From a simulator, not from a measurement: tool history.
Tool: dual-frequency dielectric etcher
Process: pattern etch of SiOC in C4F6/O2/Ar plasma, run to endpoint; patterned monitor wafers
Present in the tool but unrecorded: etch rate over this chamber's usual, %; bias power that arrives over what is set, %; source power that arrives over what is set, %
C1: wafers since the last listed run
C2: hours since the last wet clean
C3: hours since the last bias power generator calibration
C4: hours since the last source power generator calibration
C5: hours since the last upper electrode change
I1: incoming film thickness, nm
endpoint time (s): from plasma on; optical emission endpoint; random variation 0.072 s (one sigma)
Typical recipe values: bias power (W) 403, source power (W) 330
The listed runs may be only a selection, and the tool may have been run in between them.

{"run": 1, "day": 0.0, "bias power (W)": 464, "source power (W)": 330, "C1": 0, "C2": 592.2, "C3": 1630.1, "C4": 955.9, "C5": 3000.1, "I1": 42.44, "endpoint time (s)": 13.7}
{"run": 2, "day": 3.208, "bias power (W)": 464, "source power (W)": 330, "C1": 1197, "C2": 669.2, "C3": 1707.1, "C4": 1032.9, "C5": 3077.1, "I1": 42.58, "endpoint time (s)": 13.8}
{"day": 4.358, "done": "wet clean of the chamber"}
{"run": 3, "day": 6.067, "bias power (W)": 403, "source power (W)": 330, "C1": 693, "C2": 41, "C3": 1775.7, "C4": 1101.5, "C5": 3145.7, "I1": 42.37, "endpoint time (s)": 14.5}
{"run": 4, "day": 9.438, "bias power (W)": 325, "source power (W)": 330, "C1": 1257, "C2": 121.9, "C3": 1856.6, "C4": 1182.4, "C5": 3226.6, "I1": 42.47, "endpoint time (s)": 15.7}
{"run": 5, "day": 12.971, "bias power (W)": 325, "source power (W)": 330, "C1": 1318, "C2": 206.7, "C3": 1941.4, "C4": 1267.2, "C5": 3311.4, "I1": 42.64, "endpoint time (s)": 15.8}
{"run": 6, "day": 22.888, "bias power (W)": 403, "source power (W)": 330, "C1": 3700, "C2": 444.7, "C3": 2179.4, "C4": 1505.2, "C5": 3549.4, "I1": 42.92, "endpoint time (s)": 14.7}
{"run": 7, "day": 24.675, "bias power (W)": 403, "source power (W)": 330, "C1": 667, "C2": 487.6, "C3": 2222.3, "C4": 1548.1, "C5": 3592.3, "I1": 42.44, "endpoint time (s)": 14.5}
{"day": 28.542, "done": "wet clean of the chamber"}
{"run": 8, "day": 28.688, "bias power (W)": 403, "source power (W)": 330, "C1": 1124, "C2": 3.5, "C3": 2318.6, "C4": 1644.4, "C5": 3688.6, "I1": 42.14, "endpoint time (s)": 14.4}
{"run": 9, "day": 31.696, "bias power (W)": 403, "source power (W)": 290, "C1": 1122, "C2": 75.7, "C3": 2390.8, "C4": 1716.6, "C5": 3760.8, "I1": 42.61, "endpoint time (s)": 15.6}
{"run": 10, "day": 35.392, "bias power (W)": 403, "source power (W)": 290, "C1": 1379, "C2": 164.4, "C3": 2479.5, "C4": 1805.3, "C5": 3849.5, "I1": 42.87, "endpoint time (s)": 15.5}
{"run": 11, "day": 38.212, "bias power (W)": 403, "source power (W)": 290, "C1": 1052, "C2": 232.1, "C3": 2547.2, "C4": 1873, "C5": 3917.2, "I1": 42.75, "endpoint time (s)": 15.5}
{"day": 41.612, "done": "source power generator calibrated"}
{"run": 12, "day": 41.633, "bias power (W)": 440, "source power (W)": 330, "C1": 1214, "C2": 314.2, "C3": 2629.3, "C4": 0.5, "C5": 3999.3, "I1": 42.41, "endpoint time (s)": 14.1}
{"run": 13, "day": 45.938, "bias power (W)": 440, "source power (W)": 330, "C1": 1606, "C2": 417.5, "C3": 2732.6, "C4": 103.8, "C5": 4102.6, "I1": 42.64, "endpoint time (s)": 14.1}
{"day": 49.067, "done": "upper electrode replaced"}
{"run": 14, "day": 50.242, "bias power (W)": 440, "source power (W)": 330, "C1": 1232, "C2": 520.8, "C3": 2835.9, "C4": 207.1, "C5": 28.2, "I1": 42.66, "endpoint time (s)": 14.1}
{"run": 15, "day": 53.754, "bias power (W)": 362, "source power (W)": 270, "C1": 1310, "C2": 605.1, "C3": 2920.2, "C4": 291.4, "C5": 112.5, "I1": 42.48, "endpoint time (s)": 16.5}
{"day": 55.208, "done": "wet clean of the chamber"}
{"run": 16, "day": 56.921, "bias power (W)": 362, "source power (W)": 270, "C1": 808, "C2": 41.1, "C3": 2996.2, "C4": 367.4, "C5": 188.5, "I1": 42.9, "endpoint time (s)": 16.7}
{"run": 17, "day": 59.7, "bias power (W)": 471, "source power (W)": 370, "C1": 1037, "C2": 107.8, "C3": 3062.9, "C4": 434.1, "C5": 255.2, "I1": 41.84, "endpoint time (s)": 12.8}
{"run": 18, "day": 63.383, "bias power (W)": 486, "source power (W)": 330, "C1": 1374, "C2": 196.2, "C3": 3151.3, "C4": 522.5, "C5": 343.6, "I1": 42.92, "endpoint time (s)": 13.8}
{"run": 19, "day": 67.025, "bias power (W)": 365, "source power (W)": 280, "C1": 1358, "C2": 283.6, "C3": 3238.7, "C4": 609.9, "C5": 431, "I1": 42.46, "endpoint time (s)": 16.1}
{"day": 68.838, "done": "bias power generator calibrated"}
{"run": 20, "day": 69.812, "bias power (W)": 334, "source power (W)": 370, "C1": 977, "C2": 350.5, "C3": 23.4, "C4": 676.8, "C5": 497.9, "I1": 42.45, "endpoint time (s)": 14.7}
{"run": 21, "day": 74.267, "bias power (W)": 351, "source power (W)": 330, "C1": 1662, "C2": 457.4, "C3": 130.3, "C4": 783.7, "C5": 604.8, "I1": 42.66, "endpoint time (s)": 15.4}
{"run": 22, "day": 76.354, "bias power (W)": 403, "source power (W)": 330, "C1": 778, "C2": 507.5, "C3": 180.4, "C4": 833.8, "C5": 654.9, "I1": 42.68, "endpoint time (s)": 14.6}
{"run": 23, "day": 78.862, "bias power (W)": 445, "source power (W)": 330, "C1": 935, "C2": 567.7, "C3": 240.6, "C4": 894, "C5": 715.1, "I1": 42.85, "endpoint time (s)": 14.2}
{"day": 84.283, "done": "wet clean of the chamber"}
{"run": 24, "day": 86.721, "bias power (W)": 368, "source power (W)": 290, "C1": 2559, "C2": 58.5, "C3": 429.2, "C4": 1082.6, "C5": 903.7, "I1": 42.2, "endpoint time (s)": 15.9}
{"run": 25, "day": 88.862, "bias power (W)": 484, "source power (W)": 350, "C1": 799, "C2": 109.9, "C3": 480.6, "C4": 1134, "C5": 955.1, "I1": 42.33, "endpoint time (s)": 13.2}
{"run": 26, "day": 91.008, "bias power (W)": 307, "source power (W)": 410, "C1": 800, "C2": 161.4, "C3": 532.1, "C4": 1185.5, "C5": 1006.6, "I1": 42.38, "endpoint time (s)": 14.6}
{"run": 27, "day": 94.467, "bias power (W)": 488, "source power (W)": 270, "C1": 1290, "C2": 244.4, "C3": 615.1, "C4": 1268.5, "C5": 1089.6, "I1": 42.69, "endpoint time (s)": 14.9}
{"run": 28, "day": 96.304, "bias power (W)": 503, "source power (W)": 270, "C1": 685, "C2": 288.5, "C3": 659.2, "C4": 1312.6, "C5": 1133.7, "I1": 42.66, "endpoint time (s)": 14.7}
{"run": 29, "day": 99.683, "bias power (W)": 440, "source power (W)": 330, "C1": 1260, "C2": 369.6, "C3": 740.3, "C4": 1393.7, "C5": 1214.8, "I1": 42.95, "endpoint time (s)": 14.3}
{"run": 30, "day": 102.162, "bias power (W)": 403, "source power (W)": 330, "C1": 925, "C2": 429.1, "C3": 799.8, "C4": 1453.2, "C5": 1274.3, "I1": 42.25, "endpoint time (s)": 14.5}
{"run": 31, "day": 103.846, "bias power (W)": 403, "source power (W)": 330, "C1": 628, "C2": 469.5, "C3": 840.2, "C4": 1493.6, "C5": 1314.7, "I1": 42.58, "endpoint time (s)": 14.6}
{"run": 32, "day": 105.55, "bias power (W)": 430, "source power (W)": 300, "C1": 635, "C2": 510.4, "C3": 881.1, "C4": 1534.5, "C5": 1355.6, "I1": 42.55, "endpoint time (s)": 14.7}
{"day": 107.362, "done": "wet clean of the chamber"}
{"run": 33, "day": 107.979, "bias power (W)": 325, "source power (W)": 400, "C1": 533, "C2": 14.8, "C3": 939.4, "C4": 1592.8, "C5": 1413.9, "I1": 42.55, "endpoint time (s)": 14.7}
{"run": 34, "day": 109.85, "bias power (W)": 403, "source power (W)": 260, "C1": 698, "C2": 59.7, "C3": 984.3, "C4": 1637.7, "C5": 1458.8, "I1": 42.69, "endpoint time (s)": 16.3}
{"run": 35, "day": 114.804, "bias power (W)": 370, "source power (W)": 300, "C1": 1848, "C2": 178.6, "C3": 1103.2, "C4": 1756.6, "C5": 1577.7, "I1": 42.11, "endpoint time (s)": 15.6}
{"run": 36, "day": 118.779, "bias power (W)": 471, "source power (W)": 380, "C1": 1483, "C2": 274, "C3": 1198.6, "C4": 1852, "C5": 1673.1, "I1": 42.24, "endpoint time (s)": 12.9}

Predict each of these 3 candidate next runs independently; none follows another, all start after run 36:
{"run": "A", "day": 118.796, "bias power (W)": 403, "source power (W)": 330, "C1": 6, "C2": 274.4, "C3": 1199, "C4": 1852.4, "C5": 1673.5, "I1": 42.38, "endpoint time (s)": "?"}
{"run": "B", "day": 118.796, "bias power (W)": 488, "source power (W)": 280, "C1": 6, "C2": 274.4, "C3": 1199, "C4": 1852.4, "C5": 1673.5, "I1": 42.38, "endpoint time (s)": "?"}
{"run": "C", "day": 118.796, "bias power (W)": 452, "source power (W)": 330, "C1": 6, "C2": 274.4, "C3": 1199, "C4": 1852.4, "C5": 1673.5, "I1": 42.38, "endpoint time (s)": "?"}

run=A endpoint_time_(s)=14.3
run=B endpoint_time_(s)=14.3
run=C endpoint_time_(s)=13.7
What these runs would have given with no unlogged condition in the tool:
run=A endpoint_time_(s)=14.3
run=B endpoint_time_(s)=14.3
run=C endpoint_time_(s)=13.7

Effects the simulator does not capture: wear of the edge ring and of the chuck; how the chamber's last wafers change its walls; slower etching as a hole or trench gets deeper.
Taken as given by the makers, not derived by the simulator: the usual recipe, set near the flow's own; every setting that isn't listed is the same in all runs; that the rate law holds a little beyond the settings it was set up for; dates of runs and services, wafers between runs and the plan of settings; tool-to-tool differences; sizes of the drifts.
